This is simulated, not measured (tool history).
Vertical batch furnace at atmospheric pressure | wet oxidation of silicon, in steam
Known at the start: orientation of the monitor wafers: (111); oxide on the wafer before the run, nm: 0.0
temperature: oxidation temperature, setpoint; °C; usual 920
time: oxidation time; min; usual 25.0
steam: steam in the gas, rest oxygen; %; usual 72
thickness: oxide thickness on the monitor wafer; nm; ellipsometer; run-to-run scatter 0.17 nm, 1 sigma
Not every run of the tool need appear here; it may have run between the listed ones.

run,hour,temperature,time,steam,"read-back reference wafer on the same gauge, thickness",thickness
1,0.0,920,25.0,72,100.02,101.57
2,12.6,920,25.0,72,100.00,101.40
3,28.2,920,34.5,72,99.98,133.83
4,40.7,920,34.5,72,99.99,133.68
5,48.5,920,29.5,72,100.01,117.42
# hour 77.9: thermocouples replaced and temperature profile calibrated
# hour 91.3: steam generator serviced
6,91.8,920,29.5,72,100.00,125.78
7,96.4,920,29.5,72,100.04,125.62
8,100.9,929,25.0,75,99.99,124.60
9,105.5,929,25.0,75,100.01,124.26
10,110.0,920,25.0,72,100.01,108.73
11,118.2,931,31.5,75,100.03,153.92
# hour 119.9: gauge calibrated
12,127.9,920,15.0,67,99.94,64.78
13,138.1,920,25.0,72,99.99,108.34
14,144.7,920,19.0,66,100.06,79.04
15,152.1,944,34.0,65,100.04,165.14
16,162.0,942,13.5,75,100.00,83.99
17,177.2,920,25.0,78,100.06,116.23
18,187.6,909,13.5,72,100.00,54.20

Run 19 is up next; what results do you expect?
19,195.0,900,31.0,69,?,?

read-back reference wafer on the same gauge, thickness: 99.94
thickness: 97.80 nm
Minus the tool's unlogged condition, the same run would have read thickness 99.83 nm.
